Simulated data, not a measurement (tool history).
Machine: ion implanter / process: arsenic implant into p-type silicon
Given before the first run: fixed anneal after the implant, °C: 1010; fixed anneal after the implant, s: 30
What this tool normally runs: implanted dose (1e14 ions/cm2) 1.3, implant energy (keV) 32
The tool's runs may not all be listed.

run   hour  implanted dose (1e14 ions/cm2)  implant energy (keV)  wafers since the last listed run  hours since the last dose calibration  hours since the extraction supply was calibrated  hours since the gauge calibration  read-back reference wafer on the same gauge, sheet resistance  sheet resistance of the implanted and annealed layer (ohm/square)
  1      0                            1.38                    32                                 0                                 1599.5                                              2645                               47.7                                                         586.03                                                             482.42
  2   45.3                             1.3                    32                              1148                                 1644.8                                            2690.3                                 93                                                         587.97                                                             505.33
  3   65.9                             1.3                    32                               522                                 1665.4                                            2710.9                              113.6                                                         587.14                                                             502.08
  4   78.5                             1.3                    32                               319                                   1678                                            2723.5                              126.2                                                         587.44                                                             504.12
  5   96.6                             1.3                    26                               458                                 1696.1                                            2741.6                              144.3                                                            587                                                             518.62
  6    130                             1.3                    26                               846                                 1729.5                                              2775                              177.7                                                         587.39                                                             522.97
  7  155.4                             1.3                    32                               644                                 1754.9                                            2800.4                              203.1                                                         587.14                                                             504.35
  8  181.7                             1.3                    32                               666                                 1781.2                                            2826.7                              229.4                                                         587.11                                                             500.47
  9    202                             1.3                    32                               514                                 1801.5                                              2847                              249.7                                                         587.63                                                             503.44
 10  217.5                             1.3                    32                               393                                   1817                                            2862.5                              265.2                                                         586.93                                                             504.31
 11  243.8                            1.43                    32                               666                                 1843.3                                            2888.8                              291.5                                                         587.33                                                             470.37
 12  273.6                            1.43                    32                               755                                 1873.1                                            2918.6                              321.3                                                         587.06                                                             470.13
 13  302.4                            1.43                    32                               730                                 1901.9                                            2947.4                              350.1                                                         587.35                                                             471.42
 14  320.3                             1.3                    38                               453                                 1919.8                                            2965.3                                368                                                         587.61                                                             488.14
 15  343.1                             1.3                    38                               578                                 1942.6                                            2988.1                              390.8                                                         587.14                                                             488.14
     366.8  -- Faraday cup replaced and dose calibrated
 16    373                             1.3                    32                               555                                    6.2                                              3018                              420.7                                                         587.52                                                             523.32
 17    409                             1.3                    32                               912                                   42.2                                              3054                              456.7                                                          586.6                                                             519.78
 18    434                             1.3                    32                               633                                   67.2                                              3079                              481.7                                                          588.1                                                              519.1
 19  460.2                            1.06                    39                               664                                   93.4                                            3105.2                              507.9                                                         586.42                                                             575.53
 20  493.6                            1.63                    26                               846                                  126.8                                            3138.6                              541.3                                                         586.51                                                             455.79
 21  506.3                            1.61                  37.5                               322                                  139.5                                            3151.3                                554                                                         586.06                                                             435.04
     527.3  -- extraction supply calibrated
 22  527.8                            1.58                  25.5                               342                                    161                                               0.5                              575.5                                                         587.89                                                             465.07
     540.1  -- gauge calibrated
 23    547                             1.3                    32                               486                                  180.2                                              19.7                                6.9                                                         586.65                                                             517.06
 24  572.7                            1.15                  23.5                               651                                  205.9                                              45.4                               32.6                                                         587.97                                                              591.8
 25  589.4                             1.3                  39.5                               423                                  222.6                                              62.1                               49.3                                                         586.35                                                             493.18
 26    610                             1.3                    32                               522                                  243.2                                              82.7                               69.9                                                         587.19                                                             513.62
 27  643.4                             1.3                    37                               846                                  276.6                                             116.1                              103.3                                                         587.53                                                             500.14
 28  664.2                            1.41                    32                               527                                  297.4                                             136.9                              124.1                                                         587.15                                                             484.99
 29  695.1                             1.3                    32                               783                                  328.3                                             167.8                                155                                                         586.99                                                             514.38
 30  728.2                            1.46                  28.5                               839                                  361.4                                             200.9                              188.1                                                         586.26                                                             480.41
 31  753.8                             1.3                    32                               649                                    387                                             226.5                              213.7                                                         586.38                                                             513.26
 32  768.3                            1.41                  40.5                               367                                  401.5                                               241                              228.2                                                         587.03                                                             463.59
 33  785.7                            1.11                    22                               441                                  418.9                                             258.4                              245.6                                                         587.36                                                             608.62
 34  809.3                            1.11                  24.5                               598                                  442.5                                               282                              269.2                                                         587.26                                                             600.43
 35  821.7                             1.3                    32                               314                                  454.9                                             294.4                              281.6                                                          586.9                                                             511.47
 36  857.5                            1.15                    32                               907                                  490.7                                             330.2                              317.4                                                         586.97                                                             554.12
 37  875.3                            1.61                  37.5                               451                                  508.5                                               348                              335.2                                                         586.45                                                             427.97

Consider 4 possible next runs. They are alternatives, not a sequence: every one starts from the tool as it was left by run 37. What does each give?
  A  875.7                            1.53                    32                                10                                  508.9                                             348.4                              335.6                                                              ?                                                                  ?
  B  875.7                            1.52                  40.5                                10                                  508.9                                             348.4                              335.6                                                              ?                                                                  ?
  C  875.7                            1.61                    32                                10                                  508.9                                             348.4                              335.6                                                              ?                                                                  ?
  D  875.7                            1.41                    37                                10                                  508.9                                             348.4                              335.6                                                              ?                                                                  ?

run  read-back reference wafer on the same gauge, sheet resistance  sheet resistance of the implanted and annealed layer (ohm/square)
  A                                                         587.77                                                             455.88
  B                                                         587.77                                                             440.31
  C                                                         587.77                                                             439.55
  D                                                         587.77                                                              471.3
Without the tool's hidden state the same runs would have given:
run  sheet resistance of the implanted and annealed layer (ohm/square)
  A                                                             465.65
  B                                                             449.57
  C                                                             449.03
  D                                                             481.19
